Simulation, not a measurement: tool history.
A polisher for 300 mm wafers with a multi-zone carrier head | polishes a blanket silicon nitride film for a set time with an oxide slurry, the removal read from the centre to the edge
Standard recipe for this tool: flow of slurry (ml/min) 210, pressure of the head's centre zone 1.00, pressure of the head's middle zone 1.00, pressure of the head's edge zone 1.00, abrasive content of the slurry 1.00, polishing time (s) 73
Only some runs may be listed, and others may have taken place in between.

run,day,flow of slurry (ml/min),pressure of the head's centre zone,pressure of the head's middle zone,pressure of the head's edge zone,abrasive content of the slurry,polishing time (s),"incoming thickness of the incoming film, nm",film removed at the wafer's centre (Å),film removed at mid-radius (Å),film removed at the wafer's edge (Å)
1,0.000,210,1.00,1.00,1.00,1.15,73,409.4,348,368,365
2,1.962,210,1.00,1.00,1.00,0.75,73,403.5,303,318,312
3,3.717,210,1.00,1.00,1.00,0.75,73,415.3,303,317,312
4,5.567,210,1.00,0.96,1.00,1.00,73,408.4,340,327,343
5,6.879,210,1.10,1.00,0.96,1.00,73,410.8,370,344,336
6,8.383,190,1.00,1.00,1.00,1.00,73,416.5,327,342,343
7,10.783,210,1.08,1.00,0.96,0.70,87,408.8,367,350,347
8,12.738,210,1.00,1.00,1.06,1.25,73,404.0,351,362,370
9,15.062,210,0.93,1.00,0.95,1.00,73,410.6,292,329,333
10,16.312,210,1.00,1.00,0.96,1.10,60,408.9,274,280,273
11,19.092,210,1.00,1.00,1.00,1.00,84,417.0,358,382,388
12,20.688,170,1.00,1.00,1.00,1.00,73,404.5,302,314,326
13,23.021,210,1.00,1.00,1.00,1.00,73,403.4,315,319,337
14,25.642,210,0.95,0.91,1.00,0.80,94,409.4,351,356,396
15,26.838,210,1.00,1.00,0.95,1.00,73,413.0,348,363,352
16,28.029,210,1.00,1.00,1.00,1.00,73,417.7,345,357,356
17,29.329,210,1.08,0.89,1.00,1.00,73,407.0,369,322,351
18,31.279,210,0.91,1.00,1.00,1.00,62,405.6,263,296,299
19,32.429,210,1.10,1.00,0.96,1.00,73,410.4,373,353,350
20,34.396,210,1.00,1.00,1.00,1.00,89,412.3,417,431,431
21,35.900,210,1.00,1.00,1.00,1.25,73,412.6,366,382,382
22,38.179,210,1.00,1.00,1.00,1.00,73,409.7,343,347,354
23,41.042,210,1.00,1.00,1.00,1.00,50,414.3,231,234,240

Missing from the log above: 7 entries noted between runs. For each, name the pair of listed runs it sits between and say how the tool's hidden condition differs from the listed run just before to the listed run just after:
From run 6 to run 7: slurry nozzle cleaned (day 9.038)
  slurry flow missing at the pad, %: 20.8 -> 39.8
  difference, measured minus the result without the unlogged condition, film removed at the wafer's centre (Å): -11 -> -27; film removed at mid-radius (Å): -10 -> -23; film removed at the wafer's edge (Å): -7 -> -17
From run 7 to run 8: worn pad replaced by a new one (day 12.496)
  slurry flow missing at the pad, %: 39.8 -> 42.3
  difference, measured minus the result without the unlogged condition, film removed at the wafer's centre (Å): -27 -> -28; film removed at mid-radius (Å): -23 -> -26; film removed at the wafer's edge (Å): -17 -> -19
From run 8 to run 9: edge zone pressure recalibrated (day 14.025); carrier head's membrane replaced by a new one (day 14.312)
  slurry flow missing at the pad, %: 42.3 -> 44.9
  difference, measured minus the result without the unlogged condition, film removed at the wafer's centre (Å): -28 -> -26; film removed at mid-radius (Å): -26 -> -26; film removed at the wafer's edge (Å): -19 -> -19
From run 13 to run 14: centre zone pressure recalibrated (day 25.238)
  slurry flow missing at the pad, %: 50.7 -> 51.9
  difference, measured minus the result without the unlogged condition, film removed at the wafer's centre (Å): -35 -> -40; film removed at mid-radius (Å): -31 -> -36; film removed at the wafer's edge (Å): -23 -> -29
From run 14 to run 15: slurry nozzle cleaned, repeated, since the last time left the tool worse (day 25.942)
  slurry flow missing at the pad, %: 51.9 -> 2.51
  difference, measured minus the result without the unlogged condition, film removed at the wafer's centre (Å): -40 -> -1; film removed at mid-radius (Å): -36 -> -1; film removed at the wafer's edge (Å): -29 -> +0
From run 16 to run 17: worn pad replaced by a new one (day 28.575)
  slurry flow missing at the pad, %: 4.22 -> 5.91
  difference, measured minus the result without the unlogged condition, film removed at the wafer's centre (Å): -2 -> -3; film removed at mid-radius (Å): -1 -> -2; film removed at the wafer's edge (Å): -2 -> -2
